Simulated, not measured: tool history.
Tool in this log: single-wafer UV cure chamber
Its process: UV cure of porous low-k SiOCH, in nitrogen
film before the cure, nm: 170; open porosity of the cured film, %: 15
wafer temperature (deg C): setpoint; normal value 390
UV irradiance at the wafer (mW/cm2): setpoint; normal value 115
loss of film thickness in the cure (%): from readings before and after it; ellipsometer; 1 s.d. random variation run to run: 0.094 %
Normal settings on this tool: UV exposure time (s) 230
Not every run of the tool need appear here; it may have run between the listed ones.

run	hour	wafer temperature (deg C)	UV exposure time (s)	UV irradiance at the wafer (mW/cm2)	loss of film thickness in the cure (%)
1	0	390	230	115	10.654
2	55.7	390	230	115	10.699
3	120.8	390	230	115	10.641
4	157.4	390	230	115	10.484
5	201.6	390	230	115	10.422
# hour 326: quartz window cleaned
6	367.1	390	230	115	10.921
# hour 549.5: UV bulbs replaced
7	582.3	390	230	115	10.514
8	606.9	390	230	115	10.537
9	797.3	376	230	131	10.625
10	864.5	390	230	115	10.18
# hour 906.9: quartz window cleaned
11	932	390	230	115	10.903
12	961.5	374	230	153	11.87
13	1010.7	409	270	100	11.186
14	1078.4	390	230	154	11.859
15	1129.4	390	230	91	9.722
16	1161.8	390	195	115	9.99
17	1215	403	230	115	10.622

What if the next run were any one of these 3? Each begins from the tool's condition after run 17:
A	1215.5	390	290	115	?
B	1215.5	408	230	115	?
C	1215.5	384	360	88	?

run	loss of film thickness in the cure (%)
A	11.591
B	10.903
C	11.271
Without the tool's unlogged condition, the same runs would have read:
run	loss of film thickness in the cure (%)
A	12.18
B	11.484
C	11.856
